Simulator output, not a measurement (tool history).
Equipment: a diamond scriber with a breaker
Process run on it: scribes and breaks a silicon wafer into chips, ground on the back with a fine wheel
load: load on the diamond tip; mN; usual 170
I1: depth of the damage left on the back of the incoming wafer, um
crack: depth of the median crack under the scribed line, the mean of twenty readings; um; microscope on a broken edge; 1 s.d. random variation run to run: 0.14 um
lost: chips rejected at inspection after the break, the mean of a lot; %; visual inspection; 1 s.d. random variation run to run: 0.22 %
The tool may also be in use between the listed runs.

{"run": 1, "hour": 0.0, "load": 170, "I1": 2.44, "crack": 7.16, "lost": 8.4}
{"run": 2, "hour": 57.7, "load": 133, "I1": 1.69, "crack": 5.55, "lost": 27.34}
{"run": 3, "hour": 86.1, "load": 133, "I1": 2.24, "crack": 5.48, "lost": 37.03}
{"run": 4, "hour": 121.9, "load": 133, "I1": 2.29, "crack": 5.47, "lost": 35.91}
{"hour": 163.5, "done": "diamond tip replaced by a new one"}
{"run": 5, "hour": 242.0, "load": 183, "I1": 2.65, "crack": 8.32, "lost": 5.93}
{"run": 6, "hour": 272.8, "load": 170, "I1": 2, "crack": 7.81, "lost": 3.3}
{"run": 7, "hour": 316.6, "load": 170, "I1": 1.51, "crack": 7.79, "lost": 2.11}
{"run": 8, "hour": 346.6, "load": 205, "I1": 2.33, "crack": 9.08, "lost": 8.16}
{"run": 9, "hour": 407.6, "load": 205, "I1": 2.3, "crack": 8.74, "lost": 8.6}
{"run": 10, "hour": 462.3, "load": 205, "I1": 2.61, "crack": 8.74, "lost": 8.63}
{"run": 11, "hour": 512.7, "load": 170, "I1": 2.72, "crack": 7.71, "lost": 7.32}
{"run": 12, "hour": 582.2, "load": 170, "I1": 2.39, "crack": 7.62, "lost": 5.11}
{"run": 13, "hour": 619.3, "load": 170, "I1": 2.55, "crack": 7.59, "lost": 6.47}
{"hour": 633.0, "done": "load on the tip recalibrated"}
{"run": 14, "hour": 663.2, "load": 170, "I1": 1.98, "crack": 7.5, "lost": 3.85}
{"run": 15, "hour": 729.1, "load": 170, "I1": 2.86, "crack": 7.22, "lost": 8.49}
{"run": 16, "hour": 942.2, "load": 170, "I1": 2.71, "crack": 7.2, "lost": 11.93}
{"run": 17, "hour": 992.3, "load": 128, "I1": 1.61, "crack": 5.24, "lost": 37.1}
{"run": 18, "hour": 1027.4, "load": 217, "I1": 2.36, "crack": 8.4, "lost": 5.03}
{"run": 19, "hour": 1083.8, "load": 221, "I1": 2.15, "crack": 8.43, "lost": 4.71}
{"run": 20, "hour": 1116.4, "load": 151, "I1": 1.55, "crack": 6.23, "lost": 21.28}
{"hour": 1175.5, "done": "diamond tip replaced by a new one"}
{"run": 21, "hour": 1178.2, "load": 124, "I1": 2.56, "crack": 5.72, "lost": 29.06}
{"run": 22, "hour": 1240.5, "load": 187, "I1": 1.79, "crack": 8.36, "lost": 3.16}
{"run": 23, "hour": 1278.4, "load": 153, "I1": 2.83, "crack": 7.05, "lost": 11.99}
{"run": 24, "hour": 1345.5, "load": 211, "I1": 2.58, "crack": 9.26, "lost": 11.87}
{"run": 25, "hour": 1406.0, "load": 144, "I1": 2.42, "crack": 6.43, "lost": 14.13}
{"run": 26, "hour": 1449.3, "load": 183, "I1": 2.27, "crack": 8.17, "lost": 3.99}
{"run": 27, "hour": 1513.3, "load": 170, "I1": 2.69, "crack": 7.33, "lost": 6.09}
{"run": 28, "hour": 1573.4, "load": 143, "I1": 1.73, "crack": 6.41, "lost": 12.95}
{"run": 29, "hour": 1625.4, "load": 189, "I1": 2.95, "crack": 8.1, "lost": 7.29}
{"run": 30, "hour": 1655.3, "load": 194, "I1": 1.87, "crack": 8.24, "lost": 4.15}
{"run": 31, "hour": 1702.4, "load": 145, "I1": 2.61, "crack": 6.34, "lost": 18.39}
{"run": 32, "hour": 1764.1, "load": 157, "I1": 1.59, "crack": 7.02, "lost": 7.37}
{"run": 33, "hour": 1811.5, "load": 144, "I1": 2.02, "crack": 6.24, "lost": 16.93}

Table of differences, measured result less the result of that run with no hidden state. Run-to-run variation is the same in both. Gauge scatter possibly is not:
Hidden state at play: share of the diamond tip's cutting effectiveness lost through wear, %; deviation of the load on the tip from its setpoint, %.
run=1 crack=-0.81 lost=+3.89
run=2 crack=-0.73 lost=+13.27
run=3 crack=-0.78 lost=+17.55
run=4 crack=-0.84 lost=+17.71
run=5 crack=-0.12 lost=-0.27
run=6 crack=-0.12 lost=+0.14
run=7 crack=-0.13 lost=+0.11
run=8 crack=-0.16 lost=-1.22
run=9 crack=-0.19 lost=-1.61
run=10 crack=-0.24 lost=-1.69
run=11 crack=-0.25 lost=+0.76
run=12 crack=-0.31 lost=+0.77
run=13 crack=-0.34 lost=+1.08
run=14 crack=-0.4 lost=+0.91
run=15 crack=-0.47 lost=+1.95
run=16 crack=-0.82 lost=+5.19
run=17 crack=-0.69 lost=+16.35
run=18 crack=-1.2 lost=-8.06
run=19 crack=-1.38 lost=-10.54
run=20 crack=-1.09 lost=+15.56
run=21 crack=-0.07 lost=+1.5
run=22 crack=-0.1 lost=-0.41
run=23 crack=-0.09 lost=+0.98
run=24 crack=-0.16 lost=-1.38
run=25 crack=-0.13 lost=+1.82
run=26 crack=-0.19 lost=-0.46
run=27 crack=-0.22 lost=+0.58
run=28 crack=-0.23 lost=+3.24
run=29 crack=-0.35 lost=-0.91
run=30 crack=-0.39 lost=-2.27
run=31 crack=-0.35 lost=+5.31
run=32 crack=-0.47 lost=+3.63
run=33 crack=-0.48 lost=+7.01

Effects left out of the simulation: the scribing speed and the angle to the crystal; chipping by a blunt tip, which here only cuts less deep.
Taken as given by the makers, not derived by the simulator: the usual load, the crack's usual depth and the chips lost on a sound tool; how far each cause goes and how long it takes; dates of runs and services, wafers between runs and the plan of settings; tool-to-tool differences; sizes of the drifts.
